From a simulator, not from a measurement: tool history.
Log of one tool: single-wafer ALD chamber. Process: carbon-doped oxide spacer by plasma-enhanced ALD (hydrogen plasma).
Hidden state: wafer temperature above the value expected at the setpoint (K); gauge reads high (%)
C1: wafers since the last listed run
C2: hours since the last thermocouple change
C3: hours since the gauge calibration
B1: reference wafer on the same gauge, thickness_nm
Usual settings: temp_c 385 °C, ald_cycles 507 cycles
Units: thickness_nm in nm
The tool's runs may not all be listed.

run 1 hour=0 | temp_c=385 ald_cycles=507 | C1=0 C2=741.3 C3=658.3 | B1=29.945 | thickness_nm=25.79
run 2 hour=33.1 | temp_c=385 ald_cycles=507 | C1=32 C2=774.4 C3=691.4 | B1=29.908 | thickness_nm=25.682
run 3 hour=57.4 | temp_c=385 ald_cycles=507 | C1=24 C2=798.7 C3=715.7 | B1=29.913 | thickness_nm=25.701
run 4 hour=85.5 | temp_c=385 ald_cycles=507 | C1=27 C2=826.8 C3=743.8 | B1=29.889 | thickness_nm=25.691
run 5 hour=112.2 | temp_c=385 ald_cycles=507 | C1=26 C2=853.5 C3=770.5 | B1=29.864 | thickness_nm=25.778
run 6 hour=125.5 | temp_c=385 ald_cycles=507 | C1=13 C2=866.8 C3=783.8 | B1=29.811 | thickness_nm=25.632
run 7 hour=216.6 | temp_c=385 ald_cycles=507 | C1=90 C2=957.9 C3=874.9 | B1=29.723 | thickness_nm=25.649
run 8 hour=249.8 | temp_c=385 ald_cycles=507 | C1=32 C2=991.1 C3=908.1 | B1=29.686 | thickness_nm=25.587
run 9 hour=275.8 | temp_c=385 ald_cycles=507 | C1=25 C2=1017.1 C3=934.1 | B1=29.625 | thickness_nm=25.586
run 10 hour=292.9 | temp_c=385 ald_cycles=507 | C1=16 C2=1034.2 C3=951.2 | B1=29.646 | thickness_nm=25.512
run 11 hour=309.2 | temp_c=385 ald_cycles=507 | C1=16 C2=1050.5 C3=967.5 | B1=29.61 | thickness_nm=25.411
run 12 hour=333.9 | temp_c=385 ald_cycles=507 | C1=24 C2=1075.2 C3=992.2 | B1=29.549 | thickness_nm=25.598
run 13 hour=356.9 | temp_c=396 ald_cycles=564 | C1=22 C2=1098.2 C3=1015.2 | B1=29.523 | thickness_nm=28.385
run 14 hour=376.6 | temp_c=396 ald_cycles=564 | C1=19 C2=1117.9 C3=1034.9 | B1=29.544 | thickness_nm=28.267
run 15 hour=411.9 | temp_c=380 ald_cycles=507 | C1=34 C2=1153.2 C3=1070.2 | B1=29.476 | thickness_nm=25.371
run 16 hour=441.6 | temp_c=380 ald_cycles=507 | C1=29 C2=1182.9 C3=1099.9 | B1=29.418 | thickness_nm=25.378
-- hour=446.9 gauge calibrated
run 17 hour=467.6 | temp_c=380 ald_cycles=507 | C1=25 C2=1208.9 C3=20.7 | B1=30.174 | thickness_nm=26.049
run 18 hour=485.9 | temp_c=379 ald_cycles=465 | C1=18 C2=1227.2 C3=39 | B1=30.214 | thickness_nm=23.909
run 19 hour=509.4 | temp_c=398 ald_cycles=507 | C1=23 C2=1250.7 C3=62.5 | B1=30.213 | thickness_nm=25.992
run 20 hour=524.5 | temp_c=385 ald_cycles=507 | C1=14 C2=1265.8 C3=77.6 | B1=30.228 | thickness_nm=26.019
-- hour=541.6 thermocouple changed; heater temperature recalibrated
run 21 hour=552.4 | temp_c=385 ald_cycles=607 | C1=19 C2=10.8 C3=105.5 | B1=30.19 | thickness_nm=30.969
run 22 hour=582 | temp_c=385 ald_cycles=507 | C1=29 C2=40.4 C3=135.1 | B1=30.196 | thickness_nm=25.965
run 23 hour=604.7 | temp_c=400 ald_cycles=567 | C1=22 C2=63.1 C3=157.8 | B1=30.185 | thickness_nm=29.1
run 24 hour=617.7 | temp_c=395 ald_cycles=461 | C1=12 C2=76.1 C3=170.8 | B1=30.201 | thickness_nm=23.664
run 25 hour=647.3 | temp_c=379 ald_cycles=457 | C1=29 C2=105.7 C3=200.4 | B1=30.221 | thickness_nm=23.567
run 26 hour=680.5 | temp_c=374 ald_cycles=565 | C1=32 C2=138.9 C3=233.6 | B1=30.17 | thickness_nm=28.968
run 27 hour=704.1 | temp_c=389 ald_cycles=541 | C1=23 C2=162.5 C3=257.2 | B1=30.198 | thickness_nm=27.857
run 28 hour=739.6 | temp_c=373 ald_cycles=572 | C1=35 C2=198 C3=292.7 | B1=30.129 | thickness_nm=29.288
run 29 hour=752.8 | temp_c=393 ald_cycles=410 | C1=13 C2=211.2 C3=305.9 | B1=30.162 | thickness_nm=20.887
run 30 hour=800.7 | temp_c=380 ald_cycles=507 | C1=47 C2=259.1 C3=353.8 | B1=30.099 | thickness_nm=25.998
run 31 hour=819.6 | temp_c=391 ald_cycles=417 | C1=18 C2=278 C3=372.7 | B1=30.123 | thickness_nm=21.358
run 32 hour=843.8 | temp_c=370 ald_cycles=438 | C1=23 C2=302.2 C3=396.9 | B1=30.123 | thickness_nm=22.41
run 33 hour=866.1 | temp_c=372 ald_cycles=469 | C1=22 C2=324.5 C3=419.2 | B1=30.082 | thickness_nm=24.016
run 34 hour=891.4 | temp_c=393 ald_cycles=468 | C1=25 C2=349.8 C3=444.5 | B1=30.102 | thickness_nm=23.859
run 35 hour=905.7 | temp_c=391 ald_cycles=417 | C1=14 C2=364.1 C3=458.8 | B1=30.083 | thickness_nm=21.247
run 36 hour=926 | temp_c=390 ald_cycles=507 | C1=20 C2=384.4 C3=479.1 | B1=30.009 | thickness_nm=25.788

Some steps in thickness_nm between neighbouring runs. How much of each would the tool show without its hidden state too (settings, what came in, random variation), and how much is left for the hidden state, with any gauge scatter that isn't in both results?
Run 6 -> 7: no setting changed, nothing entered. thickness_nm +0.017 nm: hidden state -0.091, all else +0.108.
Run 12 -> 13: temp_c 385 -> 396, ald_cycles 507 -> 564. thickness_nm +2.787 nm: hidden state -0.091, all else +2.878.
Run 16 -> 17: gauge calibrated. thickness_nm +0.671 nm: hidden state +0.685, all else -0.014.
Run 23 -> 24: temp_c 400 -> 395, ald_cycles 567 -> 461. thickness_nm -5.436 nm: hidden state -0.001, all else -5.435.
Run 25 -> 26: temp_c 379 -> 374, ald_cycles 457 -> 565. thickness_nm +5.401 nm: hidden state -0.012, all else +5.413.
Run 28 -> 29: temp_c 373 -> 393, ald_cycles 572 -> 410. thickness_nm -8.401 nm: hidden state +0.01, all else -8.411.
